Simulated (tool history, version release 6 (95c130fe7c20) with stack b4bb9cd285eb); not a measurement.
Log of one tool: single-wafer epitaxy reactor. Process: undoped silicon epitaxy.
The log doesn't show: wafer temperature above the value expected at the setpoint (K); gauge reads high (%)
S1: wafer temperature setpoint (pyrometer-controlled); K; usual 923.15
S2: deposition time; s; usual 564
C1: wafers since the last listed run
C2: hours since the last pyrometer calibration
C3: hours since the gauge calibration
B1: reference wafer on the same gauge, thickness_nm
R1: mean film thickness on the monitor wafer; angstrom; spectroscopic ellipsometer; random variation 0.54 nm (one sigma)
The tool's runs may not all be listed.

run 1 hour=0.0 | S1=915.15 S2=564 | C1=0 C2=1397.9 C3=122.6 | B1=99.742 | R1=833.99
run 2 hour=34.4 | S1=915.15 S2=564 | C1=159 C2=1432.3 C3=157.0 | B1=99.889 | R1=831.80
run 3 hour=56.5 | S1=923.15 S2=564 | C1=102 C2=1454.4 C3=179.1 | B1=99.776 | R1=979.64
run 4 hour=80.8 | S1=923.15 S2=564 | C1=112 C2=1478.7 C3=203.4 | B1=99.572 | R1=982.55
run 5 hour=116.4 | S1=923.15 S2=564 | C1=165 C2=1514.3 C3=239.0 | B1=99.787 | R1=964.42
run 6 hour=134.3 | S1=923.15 S2=564 | C1=83 C2=1532.2 C3=256.9 | B1=99.627 | R1=979.79
run 7 hour=161.0 | S1=923.15 S2=564 | C1=124 C2=1558.9 C3=283.6 | B1=99.544 | R1=967.52
run 8 hour=187.4 | S1=923.15 S2=564 | C1=122 C2=1585.3 C3=310.0 | B1=99.405 | R1=974.96
run 9 hour=220.8 | S1=928.15 S2=564 | C1=155 C2=1618.7 C3=343.4 | B1=99.448 | R1=1074.25
run 10 hour=235.1 | S1=928.15 S2=564 | C1=66 C2=1633.0 C3=357.7 | B1=99.410 | R1=1071.38
run 11 hour=254.9 | S1=926.15 S2=564 | C1=92 C2=1652.8 C3=377.5 | B1=99.240 | R1=1015.93
run 12 hour=271.9 | S1=926.15 S2=564 | C1=79 C2=1669.8 C3=394.5 | B1=99.231 | R1=1023.16
run 13 hour=300.8 | S1=923.15 S2=564 | C1=134 C2=1698.7 C3=423.4 | B1=99.185 | R1=963.98
run 14 hour=313.7 | S1=923.15 S2=564 | C1=59 C2=1711.6 C3=436.3 | B1=99.100 | R1=957.83
run 15 hour=349.0 | S1=923.15 S2=564 | C1=164 C2=1746.9 C3=471.6 | B1=99.002 | R1=972.63
run 16 hour=381.2 | S1=923.15 S2=608 | C1=149 C2=1779.1 C3=503.8 | B1=98.931 | R1=1044.83
-- hour=394.7 pyrometer calibrated
run 17 hour=407.3 | S1=923.15 S2=608 | C1=84 C2=12.6 C3=529.9 | B1=98.780 | R1=1031.76
run 18 hour=428.4 | S1=923.15 S2=608 | C1=98 C2=33.7 C3=551.0 | B1=98.748 | R1=1038.48
run 19 hour=444.6 | S1=923.15 S2=564 | C1=75 C2=49.9 C3=567.2 | B1=98.662 | R1=963.82
run 20 hour=467.1 | S1=923.15 S2=564 | C1=104 C2=72.4 C3=589.7 | B1=98.518 | R1=946.87
run 21 hour=491.4 | S1=923.15 S2=564 | C1=112 C2=96.7 C3=614.0 | B1=98.288 | R1=952.61
run 22 hour=510.3 | S1=923.15 S2=564 | C1=87 C2=115.6 C3=632.9 | B1=98.384 | R1=955.34
run 23 hour=534.3 | S1=929.15 S2=652 | C1=111 C2=139.6 C3=656.9 | B1=98.110 | R1=1231.52
run 24 hour=565.9 | S1=923.15 S2=564 | C1=146 C2=171.2 C3=688.5 | B1=97.953 | R1=946.18
run 25 hour=671.4 | S1=923.15 S2=642 | C1=490 C2=276.7 C3=794.0 | B1=97.425 | R1=1076.75
run 26 hour=706.9 | S1=923.15 S2=642 | C1=165 C2=312.2 C3=829.5 | B1=97.157 | R1=1082.02
run 27 hour=730.8 | S1=918.15 S2=629 | C1=111 C2=336.1 C3=853.4 | B1=97.029 | R1=961.54
run 28 hour=757.5 | S1=923.15 S2=516 | C1=124 C2=362.8 C3=880.1 | B1=96.963 | R1=870.15
run 29 hour=790.6 | S1=933.15 S2=642 | C1=153 C2=395.9 C3=913.2 | B1=96.527 | R1=1294.51
run 30 hour=825.8 | S1=923.15 S2=523 | C1=163 C2=431.1 C3=948.4 | B1=96.388 | R1=862.84
run 31 hour=853.5 | S1=928.15 S2=483 | C1=128 C2=458.8 C3=976.1 | B1=96.206 | R1=886.94
-- hour=860.9 gauge calibrated
run 32 hour=873.2 | S1=923.15 S2=636 | C1=91 C2=478.5 C3=12.3 | B1=99.373 | R1=1091.75
run 33 hour=887.7 | S1=923.15 S2=564 | C1=67 C2=493.0 C3=26.8 | B1=99.279 | R1=969.95
run 34 hour=921.2 | S1=923.15 S2=564 | C1=155 C2=526.5 C3=60.3 | B1=99.274 | R1=979.05
run 35 hour=943.2 | S1=917.15 S2=485 | C1=102 C2=548.5 C3=82.3 | B1=99.296 | R1=743.56
run 36 hour=969.4 | S1=923.15 S2=652 | C1=121 C2=574.7 C3=108.5 | B1=99.139 | R1=1121.64
run 37 hour=990.4 | S1=911.15 S2=636 | C1=97 C2=595.7 C3=129.5 | B1=99.305 | R1=863.49
run 38 hour=1003.5 | S1=928.15 S2=674 | C1=60 C2=608.8 C3=142.6 | B1=99.328 | R1=1268.76
run 39 hour=1029.6 | S1=909.15 S2=532 | C1=121 C2=634.9 C3=168.7 | B1=99.239 | R1=697.70
run 40 hour=1045.1 | S1=923.15 S2=660 | C1=72 C2=650.4 C3=184.2 | B1=99.213 | R1=1139.23
run 41 hour=1072.3 | S1=923.15 S2=475 | C1=126 C2=677.6 C3=211.4 | B1=99.184 | R1=812.45
run 42 hour=1089.7 | S1=923.15 S2=564 | C1=80 C2=695.0 C3=228.8 | B1=99.176 | R1=963.19
run 43 hour=1113.8 | S1=912.15 S2=564 | C1=112 C2=719.1 C3=252.9 | B1=99.111 | R1=781.22
run 44 hour=1139.3 | S1=930.15 S2=667 | C1=118 C2=744.6 C3=278.4 | B1=99.083 | R1=1318.60
run 45 hour=1167.8 | S1=935.15 S2=594 | C1=132 C2=773.1 C3=306.9 | B1=98.976 | R1=1265.35
run 46 hour=1190.2 | S1=913.15 S2=629 | C1=104 C2=795.5 C3=329.3 | B1=98.844 | R1=876.26
run 47 hour=1202.3 | S1=923.15 S2=564 | C1=56 C2=807.6 C3=341.4 | B1=98.951 | R1=956.83

Some steps in R1 between neighbouring runs. How much of each would the tool show without its hidden state too (settings, what came in, random variation), and how much is left for the hidden state, with any gauge scatter that isn't in both results?
Run 28 -> 29: S1 923.15 -> 933.15, S2 516 -> 642. R1 +424.36 angstrom: hidden state -15.81, all else +440.17.
Run 29 -> 30: S1 933.15 -> 923.15, S2 642 -> 523. R1 -431.67 angstrom: hidden state +11.49, all else -443.16.
Run 31 -> 32: S1 928.15 -> 923.15, S2 483 -> 636, gauge calibrated. R1 +204.81 angstrom: hidden state +28.92, all else +175.89.
Run 38 -> 39: S1 928.15 -> 909.15, S2 674 -> 532. R1 -571.06 angstrom: hidden state +2.35, all else -573.41.
Run 39 -> 40: S1 909.15 -> 923.15, S2 532 -> 660. R1 +441.53 angstrom: hidden state -2.37, all else +443.90.
Run 43 -> 44: S1 912.15 -> 930.15, S2 564 -> 667. R1 +537.38 angstrom: hidden state -4.09, all else +541.47.

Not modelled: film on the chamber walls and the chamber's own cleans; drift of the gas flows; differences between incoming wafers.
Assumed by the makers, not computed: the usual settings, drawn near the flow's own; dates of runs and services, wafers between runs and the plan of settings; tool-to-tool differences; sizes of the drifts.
